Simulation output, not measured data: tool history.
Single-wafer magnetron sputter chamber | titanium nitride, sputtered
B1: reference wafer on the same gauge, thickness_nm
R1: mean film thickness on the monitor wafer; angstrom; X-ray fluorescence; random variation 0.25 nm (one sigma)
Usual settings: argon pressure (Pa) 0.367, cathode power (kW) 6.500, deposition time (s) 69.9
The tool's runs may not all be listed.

run 1 hour=0.0 | argon_pressure_(Pa)=0.367 cathode_power_(kW)=6.500 deposition_time_(s)=69.9 | B1=80.824 | R1=964.79
run 2 hour=174.8 | argon_pressure_(Pa)=0.367 cathode_power_(kW)=6.500 deposition_time_(s)=74.5 | B1=80.785 | R1=1018.53
run 3 hour=255.0 | argon_pressure_(Pa)=0.367 cathode_power_(kW)=6.500 deposition_time_(s)=80.2 | B1=80.825 | R1=1101.42
run 4 hour=309.0 | argon_pressure_(Pa)=0.367 cathode_power_(kW)=6.500 deposition_time_(s)=80.2 | B1=80.820 | R1=1099.59
run 5 hour=366.7 | argon_pressure_(Pa)=0.367 cathode_power_(kW)=6.500 deposition_time_(s)=80.2 | B1=80.815 | R1=1100.61
run 6 hour=422.7 | argon_pressure_(Pa)=0.273 cathode_power_(kW)=6.500 deposition_time_(s)=69.9 | B1=80.803 | R1=1005.13
run 7 hour=505.3 | argon_pressure_(Pa)=0.273 cathode_power_(kW)=6.500 deposition_time_(s)=69.9 | B1=80.765 | R1=1007.22
run 8 hour=550.2 | argon_pressure_(Pa)=0.367 cathode_power_(kW)=6.500 deposition_time_(s)=69.9 | B1=80.787 | R1=957.28
run 9 hour=624.6 | argon_pressure_(Pa)=0.277 cathode_power_(kW)=7.300 deposition_time_(s)=62.0 | B1=80.773 | R1=973.43
run 10 hour=670.7 | argon_pressure_(Pa)=0.367 cathode_power_(kW)=5.000 deposition_time_(s)=58.2 | B1=80.790 | R1=655.35
run 11 hour=776.2 | argon_pressure_(Pa)=0.367 cathode_power_(kW)=6.500 deposition_time_(s)=80.0 | B1=80.790 | R1=1097.57
run 12 hour=859.4 | argon_pressure_(Pa)=0.367 cathode_power_(kW)=5.000 deposition_time_(s)=69.9 | B1=80.786 | R1=804.40
run 13 hour=908.9 | argon_pressure_(Pa)=0.273 cathode_power_(kW)=6.500 deposition_time_(s)=69.9 | B1=80.804 | R1=1022.51
run 14 hour=981.5 | argon_pressure_(Pa)=0.405 cathode_power_(kW)=5.750 deposition_time_(s)=82.6 | B1=80.829 | R1=1029.11
run 15 hour=1067.4 | argon_pressure_(Pa)=0.284 cathode_power_(kW)=8.050 deposition_time_(s)=83.7 | B1=80.783 | R1=1439.19

Not shown: 6 entries that the log had between the listed runs. Between which runs, and how does the tool's hidden state differ before and after?
Between runs 1 and 2: sputter target and shields replaced (hour 171.9)
  true argon pressure above the setpoint (%): 13.3 -> 14
  measured less the result without the state, R1: -21.20 -> -23.54 angstrom
Between runs 6 and 7: gauge calibrated (hour 475.6)
  true argon pressure above the setpoint (%): 14.7 -> 14.9
  measured less the result without the state, R1: -17.12 -> -17.38 angstrom
Between runs 7 and 8: sputter target and shields replaced (hour 519.3)
  true argon pressure above the setpoint (%): 14.9 -> 15
  measured less the result without the state, R1: -17.38 -> -23.75 angstrom
Between runs 10 and 11: magnet pack replaced (hour 755.8)
  true argon pressure above the setpoint (%): 15.2 -> 15.4
  measured less the result without the state, R1: -16.51 -> -27.98 angstrom
Between runs 11 and 12: capacitance manometer re-zeroed and calibrated (hour 807.2); sputter target and shields replaced (hour 832.1)
  true argon pressure above the setpoint (%): 15.4 -> 1.74
  measured less the result without the state, R1: -27.98 -> -2.30 angstrom
